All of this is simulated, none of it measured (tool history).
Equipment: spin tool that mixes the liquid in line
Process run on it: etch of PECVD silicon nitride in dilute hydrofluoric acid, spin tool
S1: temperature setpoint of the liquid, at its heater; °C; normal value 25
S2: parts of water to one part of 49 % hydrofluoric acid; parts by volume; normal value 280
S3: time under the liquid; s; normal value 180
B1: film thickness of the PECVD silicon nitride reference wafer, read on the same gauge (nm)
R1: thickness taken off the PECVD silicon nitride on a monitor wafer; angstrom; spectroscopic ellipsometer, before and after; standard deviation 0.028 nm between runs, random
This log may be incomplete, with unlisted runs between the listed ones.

Run 1, hour 0: usual settings; B1 59.992. Result: R1 17.82 angstrom.
Run 2, hour 53.9: usual settings; B1 59.972. Result: R1 17.89 angstrom.
Run 3, hour 101.8: usual settings; B1 59.979. Result: R1 17.6 angstrom.
Run 4, hour 205.9: usual settings but S3 255 s; B1 59.996. Result: R1 25.05 angstrom.
Run 5, hour 237.8: usual settings but S3 255 s; B1 60.02. Result: R1 24.96 angstrom.
Run 6, hour 271.6: usual settings but S3 255 s; B1 60.016. Result: R1 24.41 angstrom.
Run 7, hour 320.6: usual settings but S2 385 parts by volume; B1 60. Result: R1 12.52 angstrom.
Run 8, hour 350.3: usual settings but S2 385 parts by volume; B1 59.999. Result: R1 12.58 angstrom.
Run 9, hour 377.7: usual settings but S2 385 parts by volume; B1 59.981. Result: R1 12.78 angstrom.
Run 10, hour 432.6: usual settings but S1 27.5 °C; B1 60.03. Result: R1 20.67 angstrom.
Run 11, hour 480.1: usual settings but S1 27.5 °C; B1 60.004. Result: R1 20.26 angstrom.
Run 12, hour 535.5: usual settings; B1 60.005. Result: R1 17 angstrom.
Run 13, hour 604: usual settings; B1 59.985. Result: R1 16.94 angstrom.
Run 14, hour 654.6: usual settings; B1 60.022. Result: R1 17.07 angstrom.
Run 15, hour 697.7: usual settings; B1 60.002. Result: R1 17.16 angstrom.
Run 16, hour 746.7: usual settings but S1 23 °C, S3 95 s; B1 59.989. Result: R1 8.12 angstrom.
Run 17, hour 778.6: usual settings but S3 275 s; B1 59.988. Result: R1 26.15 angstrom.
Run 18, hour 847.8: usual settings but S1 21.5 °C, S2 325 parts by volume, S3 245 s; B1 60.005. Result: R1 16.42 angstrom.
Run 19, hour 898.1: usual settings but S1 29 °C, S3 280 s; B1 59.984. Result: R1 33.23 angstrom.
Run 20, hour 966: usual settings; B1 59.992. Result: R1 17.12 angstrom.
Run 21, hour 1010.7: usual settings; B1 60. Result: R1 17.05 angstrom.
Run 22, hour 1073.1: usual settings but S3 275 s; B1 60.017. Result: R1 25.66 angstrom.
Run 23, hour 1105: usual settings but S1 20.5 °C, S2 230 parts by volume, S3 210 s; B1 59.961. Result: R1 17.96 angstrom.
Run 24, hour 1226.1: usual settings but S1 21.5 °C, S2 355 parts by volume; B1 60.003. Result: R1 10.51 angstrom.
Run 25, hour 1291.2: usual settings but S1 28.5 °C, S3 80 s; B1 60.008. Result: R1 9.98 angstrom.
Run 26, hour 1330: usual settings but S2 415 parts by volume, S3 270 s; B1 59.987. Result: R1 18.43 angstrom.
Run 27, hour 1389.5: usual settings but S3 210 s; B1 59.987. Result: R1 21.17 angstrom.
Run 28, hour 1432.3: usual settings but S3 255 s; B1 60.036. Result: R1 25.9 angstrom.
Run 29, hour 1495.4: usual settings but S1 23.5 °C, S2 160 parts by volume, S3 85 s; B1 59.961. Result: R1 13.58 angstrom.
Run 30, hour 1601.1: usual settings but S1 21 °C, S2 160 parts by volume, S3 220 s; B1 59.985. Result: R1 29.72 angstrom.
Run 31, hour 1754: usual settings but S1 26.5 °C, S2 165 parts by volume, S3 115 s; B1 60.02. Result: R1 21.54 angstrom.
Run 32, hour 1806.5: usual settings but S1 22.5 °C, S2 365 parts by volume; B1 59.995. Result: R1 11.69 angstrom.
Run 33, hour 1867.5: usual settings; B1 59.961. Result: R1 18.14 angstrom.

Withheld: 3 entries from between the runs. Position of each, and hidden state at the listed run before versus the listed run after:
Logged between run 13 and run 14: thermometer replaced (hour 637.7)
  hydrofluoric acid flow below the setpoint (%): 7.75 -> 8.01
  measured value less the no-hidden-state value, R1: -1.42 -> -1.48 angstrom
Logged between run 24 and run 25: hydrofluoric acid flow meter replaced (hour 1260.4)
  hydrofluoric acid flow below the setpoint (%): 11 -> 0.9
  measured value less the no-hidden-state value, R1: -1.26 -> -0.09 angstrom
Logged between run 28 and run 29: gauge calibrated (hour 1462.2)
  hydrofluoric acid flow below the setpoint (%): 1.64 -> 1.97
  measured value less the no-hidden-state value, R1: -0.43 -> -0.26 angstrom

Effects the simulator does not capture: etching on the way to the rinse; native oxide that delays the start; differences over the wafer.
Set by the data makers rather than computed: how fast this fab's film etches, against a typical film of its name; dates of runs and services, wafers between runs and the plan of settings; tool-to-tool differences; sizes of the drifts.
